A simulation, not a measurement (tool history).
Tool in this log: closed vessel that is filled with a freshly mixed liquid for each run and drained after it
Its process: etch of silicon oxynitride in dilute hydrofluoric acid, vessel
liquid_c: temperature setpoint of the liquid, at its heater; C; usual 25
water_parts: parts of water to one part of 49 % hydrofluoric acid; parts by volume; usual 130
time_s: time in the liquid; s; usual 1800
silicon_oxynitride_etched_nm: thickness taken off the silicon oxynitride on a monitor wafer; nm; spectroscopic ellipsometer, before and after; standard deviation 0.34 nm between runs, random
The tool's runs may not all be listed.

run,hour,liquid_c,water_parts,time_s,wafers since the last listed run,hours since the thermometer was replaced,hours since the hydrofluoric acid flow meter was replaced,hours since the gauge calibration,"read-back film thickness of the silicon oxynitride reference wafer, read on the same gauge (nm)",silicon_oxynitride_etched_nm
1,0,25,130,1800,0,520.2,1397.3,518.5,60.02,40.16
2,32.1,25,130,2595,1289,552.3,1429.4,550.6,59.99,58.18
3,48.2,25,130,1800,646,568.4,1445.5,566.7,60.02,39.69
4,83.1,25,130,1800,1402,603.3,1480.4,601.6,60.01,40.67
5,104,25,130,1800,839,624.2,1501.3,622.5,60.01,39.66
6,174.2,25,130,1800,2820,694.4,1571.5,692.7,59.98,39.22
7,194.4,25,130,1800,811,714.6,1591.7,712.9,60,40.11
8,210.2,25,130,1800,634,730.4,1607.5,728.7,60.03,40.9
9,229.3,25,130,1800,767,749.5,1626.6,747.8,60,39.54
10,250.3,25,165,1800,843,770.5,1647.6,768.8,59.99,30.79
11,273.5,30,75,2590,932,793.7,1670.8,792,60.02,132.59
12,303.9,25,85,1800,1221,824.1,1701.2,822.4,60.02,64.27
# hour 304.2: gauge calibrated
13,329.9,25,130,1800,1044,850.1,1727.2,25.7,59.99,39.81
14,359.2,25,100,990,1177,879.4,1756.5,55,60.02,29.27
# hour 366.7: thermometer replaced
15,383.7,25,130,1800,944,17,1781,79.5,59.99,39.71
# hour 397.2: hydrofluoric acid flow meter replaced
16,412.2,23.5,180,930,1105,45.5,15,108,60.02,13.49
17,445.9,28,160,2460,1354,79.2,48.7,141.7,59.99,50.4
18,474.9,25,130,1800,1165,108.2,77.7,170.7,60,40.07
19,490.2,22,130,2745,614,123.5,93,186,60,52.76
20,510.1,25,130,1800,799,143.4,112.9,205.9,60,40.35
21,525.7,26.5,85,1055,626,159,128.5,221.5,60,40.05
22,540.3,23,110,990,586,173.6,143.1,236.1,60.04,23.9
23,570.4,23,130,2680,1209,203.7,173.2,266.2,59.97,53.83
24,588.7,25,130,2750,735,222,191.5,284.5,59.99,61.1
25,601.6,22.5,175,1295,518,234.9,204.4,297.4,60.01,18.43
26,636.4,25,105,1800,1398,269.7,239.2,332.2,59.97,51.4
27,702.6,29,70,1800,2660,335.9,305.4,398.4,60.02,95.28
28,724.1,25,65,1800,863,357.4,326.9,419.9,60.01,84.55
29,739.1,25,160,2345,602,372.4,341.9,434.9,60.01,41.2
30,789,25,130,1800,2005,422.3,391.8,484.8,59.99,39.66
31,808,25,130,2185,763,441.3,410.8,503.8,60.01,49.16
32,824.7,25,110,1800,671,458,427.5,520.5,60.01,48.08
33,856.2,23,80,2565,1265,489.5,459,552,60.01,86.73
34,871.8,28.5,105,1800,626,505.1,474.6,567.6,60.03,58.99

List, for all runs, the conditions of the tool that the log does not record:
liquid colder than its thermometer reads (K): 0, the same for each run
hydrofluoric acid flow above the setpoint (%): 0, the same for each run
gauge reads high (%): 0, the same for each run

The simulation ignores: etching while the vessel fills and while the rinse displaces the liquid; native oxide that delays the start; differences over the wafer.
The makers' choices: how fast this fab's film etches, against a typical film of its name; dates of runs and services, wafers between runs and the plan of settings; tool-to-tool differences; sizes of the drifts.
